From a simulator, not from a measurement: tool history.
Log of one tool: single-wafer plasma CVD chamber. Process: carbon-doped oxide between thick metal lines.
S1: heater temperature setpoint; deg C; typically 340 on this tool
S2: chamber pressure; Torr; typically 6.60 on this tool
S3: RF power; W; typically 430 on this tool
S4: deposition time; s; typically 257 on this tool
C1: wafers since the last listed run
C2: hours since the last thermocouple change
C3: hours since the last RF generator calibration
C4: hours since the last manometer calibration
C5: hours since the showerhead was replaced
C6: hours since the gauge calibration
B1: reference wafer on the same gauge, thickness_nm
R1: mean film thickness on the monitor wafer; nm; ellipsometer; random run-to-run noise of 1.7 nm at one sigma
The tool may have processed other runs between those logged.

run,hour,S1,S2,S3,S4,C1,C2,C3,C4,C5,C6,B1,R1
1,0.0,340,6.10,430,257,0,2798.4,1333.5,1746.5,5099.2,138.2,1220.550,1084.095
2,15.3,340,6.10,430,257,77,2813.7,1348.8,1761.8,5114.5,153.5,1220.568,1082.353
3,24.0,340,6.60,430,257,43,2822.4,1357.5,1770.5,5123.2,162.2,1219.991,1094.257
4,31.1,340,6.60,430,257,35,2829.5,1364.6,1777.6,5130.3,169.3,1219.877,1091.514
5,44.5,340,6.60,430,297,67,2842.9,1378.0,1791.0,5143.7,182.7,1219.773,1258.814
6,51.0,340,6.60,430,297,32,2849.4,1384.5,1797.5,5150.2,189.2,1219.878,1261.579
# hour 98.1: thermocouple changed; heater temperature recalibrated
7,99.1,340,6.60,430,297,202,1.0,1432.6,1845.6,5198.3,237.3,1219.956,1257.448
8,109.1,336,7.13,430,257,50,11.0,1442.6,1855.6,5208.3,247.3,1219.514,1109.925
# hour 118.8: capacitance manometer re-zeroed and calibrated
9,119.5,344,6.60,430,257,12,21.4,1453.0,0.7,5218.7,257.7,1219.774,1077.320
10,131.3,331,8.22,470,223,59,33.2,1464.8,12.5,5230.5,269.5,1220.116,1037.802
# hour 146.4: showerhead replaced
11,153.2,330,5.39,375,307,70,55.1,1486.7,34.4,6.8,291.4,1219.608,1221.564
12,164.4,340,7.72,470,257,56,66.3,1497.9,45.6,18.0,302.6,1220.219,1157.035
13,177.2,340,6.14,430,238,64,79.1,1510.7,58.4,30.8,315.4,1220.000,1001.228
# hour 183.8: gauge calibrated
14,187.0,340,6.60,375,240,49,88.9,1520.5,68.2,40.6,3.2,1220.391,950.749
15,197.5,335,6.60,430,257,52,99.4,1531.0,78.7,51.1,13.7,1219.911,1106.218
16,206.7,345,6.60,510,291,46,108.6,1540.2,87.9,60.3,22.9,1220.380,1323.239
17,214.9,351,7.05,490,277,41,116.8,1548.4,96.1,68.5,31.1,1220.207,1218.122
18,224.5,340,5.34,390,257,48,126.4,1558.0,105.7,78.1,40.7,1219.990,1001.569
19,237.5,336,6.60,430,257,65,139.4,1571.0,118.7,91.1,53.7,1219.871,1102.056
# hour 271.1: RF generator calibrated
20,288.8,340,6.60,430,257,218,190.7,17.7,170.0,142.4,105.0,1219.702,1131.931
21,306.0,340,7.07,365,257,86,207.9,34.9,187.2,159.6,122.2,1219.891,1052.659
22,312.6,340,7.28,430,245,33,214.5,41.5,193.8,166.2,128.8,1220.642,1088.447
23,330.0,329,5.55,430,257,87,231.9,58.9,211.2,183.6,146.2,1219.979,1147.482
24,345.5,350,6.60,450,257,78,247.4,74.4,226.7,199.1,161.7,1220.840,1121.322
25,355.3,336,6.60,345,257,49,257.2,84.2,236.5,208.9,171.5,1219.680,1031.966
26,362.8,330,6.60,485,257,37,264.7,91.7,244.0,216.4,179.0,1219.889,1237.961
27,370.0,340,7.85,430,286,36,271.9,98.9,251.2,223.6,186.2,1219.947,1273.882
28,380.6,340,6.60,430,257,53,282.5,109.5,261.8,234.2,196.8,1220.229,1130.823

Alternative continuations, all from the tool just after run 28; predict every row:
A,381.1,340,6.60,430,257,2,283.0,110.0,262.3,234.7,197.3,?,?
B,381.1,352,6.60,430,257,2,283.0,110.0,262.3,234.7,197.3,?,?
C,381.1,340,6.60,430,224,2,283.0,110.0,262.3,234.7,197.3,?,?
D,381.1,336,6.16,355,237,2,283.0,110.0,262.3,234.7,197.3,?,?

run,B1,R1
A,1220.422,1128.153
B,1220.422,1088.233
C,1220.422,983.597
D,1220.422,953.102
What these runs would have given with no unlogged condition in the tool:
run,R1
A,1135.999
B,1095.802
C,990.438
D,960.022
